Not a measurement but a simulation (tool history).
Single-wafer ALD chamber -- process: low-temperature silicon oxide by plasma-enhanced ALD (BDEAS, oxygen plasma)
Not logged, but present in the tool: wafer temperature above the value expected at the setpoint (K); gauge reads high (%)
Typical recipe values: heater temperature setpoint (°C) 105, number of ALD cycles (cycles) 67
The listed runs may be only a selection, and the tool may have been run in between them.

run   hour  heater temperature setpoint (°C)  number of ALD cycles (cycles)  wafers since the last listed run  hours since the last thermocouple change  hours since the gauge calibration  read-back reference wafer on the same gauge, thickness_nm  mean film thickness on the monitor wafer (Å)
  1      0                               105                             67                                 0                                    1387.4                              230.9                                                     10.914                                         94.98
  2   26.9                               105                             67                                71                                    1414.3                              257.8                                                     10.919                                          94.5
  3  112.7                               105                             67                               229                                    1500.1                              343.6                                                     10.951                                         95.15
  4  128.5                               105                             67                                42                                    1515.9                              359.4                                                     10.951                                          95.2
  5  161.7                               105                             67                                88                                    1549.1                              392.6                                                     10.945                                         95.25
  6  179.5                               105                             67                                47                                    1566.9                              410.4                                                     10.937                                         95.45
  7  210.8                               114                             57                                83                                    1598.2                              441.7                                                     10.952                                         79.43
  8  243.4                               114                             57                                87                                    1630.8                              474.3                                                     10.974                                         79.72
  9  256.9                               105                             67                                36                                    1644.3                              487.8                                                     10.973                                         95.54
 10  272.2                               105                             67                                40                                    1659.6                              503.1                                                      10.97                                         95.76
 11    286                                93                             72                                36                                    1673.4                              516.9                                                     10.977                                        106.62
 12  309.6                                93                             72                                63                                      1697                              540.5                                                     10.972                                        106.31
 13  342.3                                93                             72                                87                                    1729.7                              573.2                                                     10.983                                         106.2
 14  365.2                                96                             67                                61                                    1752.6                              596.1                                                     10.981                                         97.96
 15  381.4                                96                             67                                43                                    1768.8                              612.3                                                     10.966                                         97.97
 16  414.8                                96                             67                                89                                    1802.2                              645.7                                                     10.987                                         98.28
 17  450.6                               100                             67                                95                                      1838                              681.5                                                     10.993                                         96.79
 18  463.6                               100                             67                                34                                      1851                              694.5                                                     10.989                                         96.45
 19  495.2                               105                             67                                84                                    1882.6                              726.1                                                     10.982                                         96.08
 20  525.8                               105                             67                                81                                    1913.2                              756.7                                                     11.005                                         95.81
 21  541.6                               109                             60                                42                                      1929                              772.5                                                      10.99                                         85.32
 22  572.7                               118                             59                                83                                    1960.1                              803.6                                                     10.991                                         82.12
     585.3  -- gauge calibrated
 23  586.6                               105                             67                                37                                      1974                                1.3                                                     10.751                                         93.71
 24  609.4                               112                             73                                60                                    1996.8                               24.1                                                      10.77                                        101.35
     625.6  -- thermocouple changed; heater temperature recalibrated
 25    630                               120                             67                                33                                       4.4                               44.7                                                     10.769                                          91.1
 26  645.2                               105                             67                                40                                      19.6                               59.9                                                     10.781                                         94.29
 27  707.6                               105                             67                               166                                        82                              122.3                                                     10.821                                         94.12
 28    722                               105                             54                                38                                      96.4                              136.7                                                     10.832                                         75.87
 29    740                               105                             67                                48                                     114.4                              154.7                                                     10.819                                         94.36
 30  764.9                               114                             57                                66                                     139.3                              179.6                                                     10.845                                         79.15
 31  795.9                               110                             71                                82                                     170.3                              210.6                                                     10.856                                         99.16
 32  827.5                               110                             74                                84                                     201.9                              242.2                                                     10.878                                        103.48
 33  856.8                               105                             67                                78                                     231.2                              271.5                                                      10.88                                            95
 34  877.8                               105                             55                                56                                     252.2                              292.5                                                     10.891                                         77.58
 35  893.7                               116                             60                                42                                     268.1                              308.4                                                     10.887                                         82.91
 36  924.1                               114                             58                                81                                     298.5                              338.8                                                     10.898                                         81.03
 37  950.7                                98                             67                                71                                     325.1                              365.4                                                     10.904                                         96.82
 38  980.8                               105                             67                                80                                     355.2                              395.5                                                     10.906                                         95.38
 39  994.4                               114                             75                                36                                     368.8                              409.1                                                      10.91                                        104.58

What if the next run were any one of these 5? Each begins from the tool's condition after run 39:
  A  994.9                                99                             67                                 1                                     369.3                              409.6                                                          ?                                             ?
  B  994.9                               113                             67                                 1                                     369.3                              409.6                                                          ?                                             ?
  C  994.9                               111                             58                                 1                                     369.3                              409.6                                                          ?                                             ?
  D  994.9                               105                             56                                 1                                     369.3                              409.6                                                          ?                                             ?
  E  994.9                               101                             78                                 1                                     369.3                              409.6                                                          ?                                             ?

run  read-back reference wafer on the same gauge, thickness_nm  mean film thickness on the monitor wafer (Å)
  A                                                     10.917                                         95.96
  B                                                     10.917                                          93.1
  C                                                     10.917                                         80.92
  D                                                     10.917                                         79.06
  E                                                     10.917                                        110.98
Take away the tool's hidden state, keep each run's random variation, and the runs would have read:
run  mean film thickness on the monitor wafer (Å)
  A                                         94.91
  B                                         92.09
  C                                         80.04
  D                                          78.2
  E                                        109.78
